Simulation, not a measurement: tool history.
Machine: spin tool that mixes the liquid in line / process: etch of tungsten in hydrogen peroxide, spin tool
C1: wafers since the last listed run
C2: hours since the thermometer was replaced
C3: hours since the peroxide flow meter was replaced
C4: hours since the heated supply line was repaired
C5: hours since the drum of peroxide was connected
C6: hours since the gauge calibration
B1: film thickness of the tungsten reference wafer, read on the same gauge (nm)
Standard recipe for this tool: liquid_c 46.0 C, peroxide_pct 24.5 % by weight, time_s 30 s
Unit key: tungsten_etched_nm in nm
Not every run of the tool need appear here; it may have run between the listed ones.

run 1 day=0.000 | liquid_c=46.0 peroxide_pct=24.5 time_s=30 | C1=0 C2=877.0 C3=625.3 C4=387.9 C5=156.6 C6=385.0 | B1=40.02 | tungsten_etched_nm=52.60
run 2 day=1.150 | liquid_c=46.0 peroxide_pct=24.5 time_s=30 | C1=451 C2=904.6 C3=652.9 C4=415.5 C5=184.2 C6=412.6 | B1=39.97 | tungsten_etched_nm=52.34
run 3 day=2.450 | liquid_c=50.0 peroxide_pct=24.5 time_s=40 | C1=510 C2=935.8 C3=684.1 C4=446.7 C5=215.4 C6=443.8 | B1=40.01 | tungsten_etched_nm=90.79
run 4 day=5.662 | liquid_c=46.0 peroxide_pct=24.5 time_s=30 | C1=1262 C2=1012.9 C3=761.2 C4=523.8 C5=292.5 C6=520.9 | B1=40.00 | tungsten_etched_nm=52.10
run 5 day=6.733 | liquid_c=46.0 peroxide_pct=24.5 time_s=30 | C1=420 C2=1038.6 C3=786.9 C4=549.5 C5=318.2 C6=546.6 | B1=39.99 | tungsten_etched_nm=51.08
run 6 day=7.412 | liquid_c=46.0 peroxide_pct=24.5 time_s=30 | C1=266 C2=1054.9 C3=803.2 C4=565.8 C5=334.5 C6=562.9 | B1=40.01 | tungsten_etched_nm=51.71
run 7 day=8.654 | liquid_c=46.0 peroxide_pct=24.5 time_s=30 | C1=487 C2=1084.7 C3=833.0 C4=595.6 C5=364.3 C6=592.7 | B1=39.98 | tungsten_etched_nm=51.01
run 8 day=9.371 | liquid_c=46.0 peroxide_pct=24.5 time_s=30 | C1=281 C2=1101.9 C3=850.2 C4=612.8 C5=381.5 C6=609.9 | B1=39.99 | tungsten_etched_nm=50.68
run 9 day=10.396 | liquid_c=46.0 peroxide_pct=24.5 time_s=30 | C1=402 C2=1126.5 C3=874.8 C4=637.4 C5=406.1 C6=634.5 | B1=39.98 | tungsten_etched_nm=51.18
run 10 day=10.908 | liquid_c=46.0 peroxide_pct=24.5 time_s=30 | C1=201 C2=1138.8 C3=887.1 C4=649.7 C5=418.4 C6=646.8 | B1=39.98 | tungsten_etched_nm=49.98
-- day=11.025 heated supply line repaired
run 11 day=11.988 | liquid_c=46.0 peroxide_pct=24.5 time_s=30 | C1=407 C2=1164.7 C3=913.0 C4=23.1 C5=444.3 C6=672.7 | B1=40.00 | tungsten_etched_nm=51.85
run 12 day=12.767 | liquid_c=46.0 peroxide_pct=24.5 time_s=30 | C1=306 C2=1183.4 C3=931.7 C4=41.8 C5=463.0 C6=691.4 | B1=40.00 | tungsten_etched_nm=52.49
run 13 day=13.783 | liquid_c=46.0 peroxide_pct=24.5 time_s=30 | C1=399 C2=1207.8 C3=956.1 C4=66.2 C5=487.4 C6=715.8 | B1=40.01 | tungsten_etched_nm=51.92
-- day=14.825 new drum of peroxide connected
run 14 day=15.250 | liquid_c=46.0 peroxide_pct=24.5 time_s=30 | C1=559 C2=1243.0 C3=991.3 C4=101.4 C5=10.2 C6=751.0 | B1=40.01 | tungsten_etched_nm=53.62
run 15 day=16.696 | liquid_c=46.0 peroxide_pct=24.5 time_s=30 | C1=567 C2=1277.7 C3=1026.0 C4=136.1 C5=44.9 C6=785.7 | B1=39.98 | tungsten_etched_nm=53.07
run 16 day=17.296 | liquid_c=46.0 peroxide_pct=21.0 time_s=15 | C1=235 C2=1292.1 C3=1040.4 C4=150.5 C5=59.3 C6=800.1 | B1=39.99 | tungsten_etched_nm=25.23
run 17 day=17.979 | liquid_c=46.0 peroxide_pct=24.5 time_s=30 | C1=268 C2=1308.5 C3=1056.8 C4=166.9 C5=75.7 C6=816.5 | B1=39.99 | tungsten_etched_nm=53.70
-- day=18.425 gauge calibrated
run 18 day=18.962 | liquid_c=37.5 peroxide_pct=24.5 time_s=20 | C1=386 C2=1332.1 C3=1080.4 C4=190.5 C5=99.3 C6=12.9 | B1=39.97 | tungsten_etched_nm=20.69
run 19 day=19.729 | liquid_c=46.0 peroxide_pct=18.0 time_s=15 | C1=301 C2=1350.5 C3=1098.8 C4=208.9 C5=117.7 C6=31.3 | B1=39.99 | tungsten_etched_nm=22.78
run 20 day=20.729 | liquid_c=46.0 peroxide_pct=24.5 time_s=35 | C1=392 C2=1374.5 C3=1122.8 C4=232.9 C5=141.7 C6=55.3 | B1=39.98 | tungsten_etched_nm=61.97
-- day=21.642 thermometer replaced
run 21 day=21.662 | liquid_c=46.0 peroxide_pct=24.5 time_s=15 | C1=350 C2=0.5 C3=1145.2 C4=255.3 C5=164.1 C6=77.7 | B1=40.00 | tungsten_etched_nm=26.27
-- day=21.888 peroxide flow meter replaced
run 22 day=22.962 | liquid_c=43.5 peroxide_pct=24.5 time_s=30 | C1=494 C2=31.7 C3=25.8 C4=286.5 C5=195.3 C6=108.9 | B1=39.98 | tungsten_etched_nm=45.72
run 23 day=23.846 | liquid_c=46.0 peroxide_pct=24.5 time_s=30 | C1=347 C2=52.9 C3=47.0 C4=307.7 C5=216.5 C6=130.1 | B1=40.00 | tungsten_etched_nm=52.71
run 24 day=25.058 | liquid_c=40.0 peroxide_pct=29.0 time_s=15 | C1=476 C2=82.0 C3=76.1 C4=336.8 C5=245.6 C6=159.2 | B1=40.00 | tungsten_etched_nm=19.40
run 25 day=26.038 | liquid_c=53.0 peroxide_pct=21.0 time_s=40 | C1=384 C2=105.5 C3=99.6 C4=360.3 C5=269.1 C6=182.7 | B1=39.98 | tungsten_etched_nm=100.01
run 26 day=28.442 | liquid_c=49.5 peroxide_pct=24.5 time_s=30 | C1=944 C2=163.2 C3=157.3 C4=418.0 C5=326.8 C6=240.4 | B1=39.99 | tungsten_etched_nm=64.25

Each row is a separate what-if for the run after 26, all from the same tool condition, not one after another. Results?
run A day=28.458 | liquid_c=46.0 peroxide_pct=28.0 time_s=30 | C1=6 C2=163.6 C3=157.7 C4=418.4 C5=327.2 C6=240.8 | B1=? | tungsten_etched_nm=?
run B day=28.458 | liquid_c=39.0 peroxide_pct=24.5 time_s=30 | C1=6 C2=163.6 C3=157.7 C4=418.4 C5=327.2 C6=240.8 | B1=? | tungsten_etched_nm=?
run C day=28.458 | liquid_c=52.5 peroxide_pct=24.5 time_s=30 | C1=6 C2=163.6 C3=157.7 C4=418.4 C5=327.2 C6=240.8 | B1=? | tungsten_etched_nm=?
run D day=28.458 | liquid_c=54.0 peroxide_pct=19.0 time_s=45 | C1=6 C2=163.6 C3=157.7 C4=418.4 C5=327.2 C6=240.8 | B1=? | tungsten_etched_nm=?

run=A B1=40.00 tungsten_etched_nm=56.17
run=B B1=40.00 tungsten_etched_nm=33.52
run=C B1=40.00 tungsten_etched_nm=78.38
run=D B1=40.00 tungsten_etched_nm=113.29
The same runs, with their run-to-run variation unchanged, on a tool lacking any hidden condition would have given:
run=A tungsten_etched_nm=59.07
run=B tungsten_etched_nm=35.29
run=C tungsten_etched_nm=82.36
run=D tungsten_etched_nm=119.03

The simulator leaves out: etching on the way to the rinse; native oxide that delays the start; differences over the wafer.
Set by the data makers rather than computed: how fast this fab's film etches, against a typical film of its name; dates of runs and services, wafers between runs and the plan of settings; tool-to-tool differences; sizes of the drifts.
